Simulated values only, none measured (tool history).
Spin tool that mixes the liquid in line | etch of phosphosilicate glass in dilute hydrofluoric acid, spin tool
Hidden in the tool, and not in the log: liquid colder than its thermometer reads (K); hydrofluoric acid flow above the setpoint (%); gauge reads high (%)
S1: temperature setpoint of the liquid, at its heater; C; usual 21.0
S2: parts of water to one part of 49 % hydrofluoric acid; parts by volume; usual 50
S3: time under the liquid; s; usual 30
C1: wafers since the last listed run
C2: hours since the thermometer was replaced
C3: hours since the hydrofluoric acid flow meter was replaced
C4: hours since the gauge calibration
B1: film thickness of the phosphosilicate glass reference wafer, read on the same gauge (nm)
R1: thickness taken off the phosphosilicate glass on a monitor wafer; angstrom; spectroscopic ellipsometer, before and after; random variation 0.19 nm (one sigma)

| run | hour | S1 | S2 | S3 | C1 | C2 | C3 | C4 | B1 | R1 |
|---|---|---|---|---|---|---|---|---|---|---|
| 1 | 0.0 | 21.0 | 65 | 30 | 0 | 1410.1 | 773.5 | 236.3 | 69.96 | 396.3 |
|  | 0.6 | gauge calibrated |
| 2 | 45.2 | 21.0 | 65 | 30 | 732 | 1455.3 | 818.7 | 44.6 | 69.98 | 393.7 |
| 3 | 55.4 | 21.0 | 65 | 30 | 165 | 1465.5 | 828.9 | 54.8 | 70.02 | 396.1 |
| 4 | 68.2 | 21.0 | 70 | 30 | 207 | 1478.3 | 841.7 | 67.6 | 69.98 | 369.1 |
| 5 | 76.2 | 21.0 | 50 | 30 | 129 | 1486.3 | 849.7 | 75.6 | 69.97 | 522.0 |
| 6 | 100.7 | 21.0 | 50 | 30 | 397 | 1510.8 | 874.2 | 100.1 | 70.01 | 527.3 |
| 7 | 115.8 | 21.0 | 50 | 30 | 244 | 1525.9 | 889.3 | 115.2 | 69.99 | 523.8 |
| 8 | 124.2 | 21.0 | 50 | 30 | 136 | 1534.3 | 897.7 | 123.6 | 70.00 | 524.5 |
| 9 | 140.4 | 21.0 | 50 | 25 | 262 | 1550.5 | 913.9 | 139.8 | 70.03 | 440.1 |
| 10 | 155.5 | 21.0 | 50 | 30 | 244 | 1565.6 | 929.0 | 154.9 | 70.00 | 526.2 |
| 11 | 163.5 | 18.5 | 60 | 30 | 129 | 1573.6 | 937.0 | 162.9 | 69.99 | 391.2 |
|  | 170.2 | hydrofluoric acid flow meter replaced |
| 12 | 174.1 | 21.0 | 50 | 45 | 155 | 1584.2 | 3.9 | 173.5 | 70.01 | 707.7 |
| 13 | 191.3 | 21.0 | 60 | 30 | 278 | 1601.4 | 21.1 | 190.7 | 69.99 | 389.3 |

Run 14 comes next. What will it give?
| 14 | 206.6 | 21.0 | 40 | 45 | 248 | 1616.7 | 36.4 | 206.0 | ? | ? |

B1: 70.00
R1: 899.7 angstrom
Without the tool's hidden state the same run would have given R1 978.9 angstrom.
